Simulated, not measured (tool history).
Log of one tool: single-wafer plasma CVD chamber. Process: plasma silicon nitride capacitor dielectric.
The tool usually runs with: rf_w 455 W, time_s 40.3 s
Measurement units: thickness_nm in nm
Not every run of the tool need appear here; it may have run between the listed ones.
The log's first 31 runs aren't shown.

| run | hour | rf_w | time_s | wafers since the last listed run | hours since the last RF generator calibration | hours since the showerhead was replaced | hours since the gauge calibration | read-back reference wafer on the same gauge, thickness_nm | thickness_nm |
|---|---|---|---|---|---|---|---|---|---|
|  | 863.8 | RF generator calibrated |
| 32 | 864.3 | 455 | 40.3 | 431 | 0.5 | 471.1 | 315.9 | 63.809 | 56.629 |
| 33 | 884.6 | 535 | 46.1 | 316 | 20.8 | 491.4 | 336.2 | 63.86 | 67.214 |
| 34 | 900.7 | 455 | 40.3 | 250 | 36.9 | 507.5 | 352.3 | 63.82 | 56.341 |
| 35 | 925.1 | 455 | 40.3 | 380 | 61.3 | 531.9 | 376.7 | 63.772 | 56.172 |
| 36 | 947.2 | 510 | 45.9 | 344 | 83.4 | 554 | 398.8 | 63.807 | 66.005 |
| 37 | 966.1 | 395 | 44.9 | 294 | 102.3 | 572.9 | 417.7 | 63.843 | 60.558 |
| 38 | 993.4 | 530 | 46.1 | 425 | 129.6 | 600.2 | 445 | 63.812 | 66.432 |
| 39 | 1021.2 | 505 | 44.7 | 433 | 157.4 | 628 | 472.8 | 63.827 | 63.877 |
| 40 | 1043.2 | 535 | 34.4 | 342 | 179.4 | 650 | 494.8 | 63.863 | 49.693 |
| 41 | 1079 | 370 | 44.1 | 557 | 215.2 | 685.8 | 530.6 | 63.818 | 58.387 |
| 42 | 1113.1 | 420 | 36.3 | 531 | 249.3 | 719.9 | 564.7 | 63.812 | 49.357 |
| 43 | 1130.1 | 365 | 43.4 | 264 | 266.3 | 736.9 | 581.7 | 63.837 | 56.717 |

Alternative continuations, all from the tool just after run 43; predict every row:
| A | 1130.5 | 455 | 40.3 | 6 | 266.7 | 737.3 | 582.1 | ? | ? |
| B | 1130.5 | 430 | 44.5 | 6 | 266.7 | 737.3 | 582.1 | ? | ? |
| C | 1130.5 | 410 | 47.6 | 6 | 266.7 | 737.3 | 582.1 | ? | ? |

| run | read-back reference wafer on the same gauge, thickness_nm | thickness_nm |
|---|---|---|
| A | 63.798 | 55.63 |
| B | 63.798 | 60.551 |
| C | 63.798 | 63.996 |
Stripped of hidden state, with their random variation kept, the same runs would have yielded:
| run | thickness_nm |
|---|---|
| A | 56.185 |
| B | 61.156 |
| C | 64.636 |

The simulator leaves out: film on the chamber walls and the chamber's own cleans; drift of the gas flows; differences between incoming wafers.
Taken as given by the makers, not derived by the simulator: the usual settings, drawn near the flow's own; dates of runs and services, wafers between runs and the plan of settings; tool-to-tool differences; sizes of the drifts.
